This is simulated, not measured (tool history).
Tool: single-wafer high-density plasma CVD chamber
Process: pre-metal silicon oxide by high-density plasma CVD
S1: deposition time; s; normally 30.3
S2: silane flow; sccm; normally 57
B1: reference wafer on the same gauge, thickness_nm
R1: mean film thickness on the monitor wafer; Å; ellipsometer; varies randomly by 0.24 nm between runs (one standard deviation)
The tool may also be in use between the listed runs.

run,day,S1,S2,B1,R1
1,0.000,30.3,57,128.939,1566.54
2,0.571,28.2,57,128.996,1456.61
3,0.896,28.2,57,129.036,1457.09
4,2.446,30.3,48,128.892,1329.65
5,3.138,30.3,57,128.951,1564.67
6,3.700,30.3,57,128.993,1568.38
# day 4.108: silane flow controller replaced
7,4.129,30.3,57,129.049,1566.78
8,4.433,28.3,57,128.990,1465.90
# day 4.546: gauge calibrated
9,5.179,30.3,66,128.980,1798.79
10,5.896,33.5,54,129.011,1645.62
11,6.217,33.5,54,129.052,1643.79
12,6.617,30.3,57,129.055,1562.73
13,7.012,24.9,65,128.995,1460.03
14,7.529,25.2,51,128.963,1175.81
15,8.054,25.3,63,128.972,1438.84
16,8.800,30.3,48,128.997,1334.47
17,9.550,26.3,50,129.007,1200.53
18,10.212,25.2,51,129.048,1172.54
19,10.567,33.9,57,128.976,1754.65
20,12.025,26.0,50,128.902,1186.11
21,12.375,26.7,60,129.012,1454.11
22,12.988,30.3,57,128.994,1568.81

Each row is a separate what-if for the run after 22, all from the same tool condition, not one after another. Results?
A,13.004,28.7,57,?,?
B,13.004,27.5,53,?,?
C,13.004,26.0,64,?,?
D,13.004,33.0,46,?,?
E,13.004,31.9,57,?,?

run,B1,R1
A,129.005,1485.36
B,129.005,1328.46
C,129.005,1502.48
D,129.005,1395.07
E,129.005,1650.98
Take away the tool's hidden state, keep each run's random variation, and the runs would have read:
run,R1
A,1485.36
B,1328.46
C,1502.48
D,1395.07
E,1650.98
